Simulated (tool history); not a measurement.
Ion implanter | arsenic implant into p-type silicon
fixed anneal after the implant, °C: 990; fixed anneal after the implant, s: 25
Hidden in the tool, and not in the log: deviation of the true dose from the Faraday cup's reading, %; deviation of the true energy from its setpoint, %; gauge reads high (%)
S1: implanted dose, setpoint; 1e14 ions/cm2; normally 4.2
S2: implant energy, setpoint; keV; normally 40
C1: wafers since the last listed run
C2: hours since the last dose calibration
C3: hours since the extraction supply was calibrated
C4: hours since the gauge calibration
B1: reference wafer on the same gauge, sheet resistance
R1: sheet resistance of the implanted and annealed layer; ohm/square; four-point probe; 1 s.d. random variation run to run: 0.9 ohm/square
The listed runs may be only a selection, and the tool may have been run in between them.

run    hour    S1    S2    C1      C2      C3     C4      B1      R1
  1       0   4.2    40     0  1324.2  2385.8  605.4  158.86  187.12
  2    59.5   4.2    40   733  1383.7  2445.3  664.9  158.86  187.87
  3    95.4   4.2    40   442  1419.6  2481.2  700.8  159.01  185.77
  4   136.5  3.92  47.5   506  1460.7  2522.3  741.9  158.95  190.33
  5   190.8  3.92  47.5   669    1515  2576.6  796.2  158.82  192.86
      242.1  -- gauge calibrated
  6   260.8   4.2    40   862    1585  2646.6   18.7  159.08   185.9
  7   305.3  3.68    40   548  1629.5  2691.1   63.2  158.97  205.79
  8   372.3  3.68    40   825  1696.5  2758.1  130.2  158.94  206.91
  9   428.4  3.68    40   691  1752.6  2814.2  186.3  159.02  206.99
        451  -- Faraday cup replaced and dose calibrated
 10   498.4   4.2    40   764    47.4  2884.2  256.3  158.92  194.99
 11   541.1   4.2    40   526    90.1  2926.9    299  158.85  194.92
      572.4  -- extraction supply calibrated
 12   572.9   4.2    40   293   121.9     0.5  330.8  158.88  195.08
 13   614.2   4.2  47.5   509   163.2    41.8  372.1  158.89  190.93
 14   675.5   4.2    40   755   224.5   103.1  433.4  159.07  196.64
 15   716.1   4.2    35   500   265.1   143.7    474  158.92   197.7
 16   752.4  5.11  47.5   447   301.4     180  510.3  158.99  164.04
 17   892.8   4.2  51.5  1730   441.8   320.4  650.7  158.89  186.62
 18   937.9   4.2    40   555   486.9   365.5  695.8  159.13  192.96
 19   987.9   4.2  30.5   616   536.9   415.5  745.8  158.87  200.87
     1033.4  -- gauge calibrated
 20  1039.6   4.2    40   637   588.6   467.2    6.2  159.15  193.32
 21  1069.2   4.2    45   364   618.2   496.8   35.8  158.97  188.81
 22  1129.1  5.32    40   738   678.1   556.7   95.7  158.95     159
 23    1157  3.01  48.5   343     706   584.6  123.6  158.72  242.55
 24  1211.9   4.2    45   676   760.9   639.5  178.5  158.98  188.18
 25  1249.6  3.74    47   464   798.6   677.2  216.2  158.91  204.38
 26  1312.6  2.96    40   776   861.6   740.2  279.2  159.02  247.19
 27  1348.9   4.2    40   447   897.9   776.5  315.5  158.84   191.2
 28  1437.5   4.2  34.5  1092   986.5   865.1  404.1  159.11  195.39

What if the next run were any one of these 4? Each begins from the tool's condition after run 28:
  A  1437.9   4.2    40   4  986.9  865.5  404.5   ?   ?
  B  1437.9   4.7    40   4  986.9  865.5  404.5   ?   ?
  C  1437.9  3.13  51.5   4  986.9  865.5  404.5   ?   ?
  D  1437.9  3.47    34   4  986.9  865.5  404.5   ?   ?

run      B1      R1
  A  159.03  190.15
  B  159.03  174.51
  C  159.03  228.71
  D  159.03  224.88
The same runs, with their run-to-run variation unchanged, on a tool lacking any hidden condition would have given:
run      R1
  A  194.28
  B  178.33
  C  233.54
  D  229.71

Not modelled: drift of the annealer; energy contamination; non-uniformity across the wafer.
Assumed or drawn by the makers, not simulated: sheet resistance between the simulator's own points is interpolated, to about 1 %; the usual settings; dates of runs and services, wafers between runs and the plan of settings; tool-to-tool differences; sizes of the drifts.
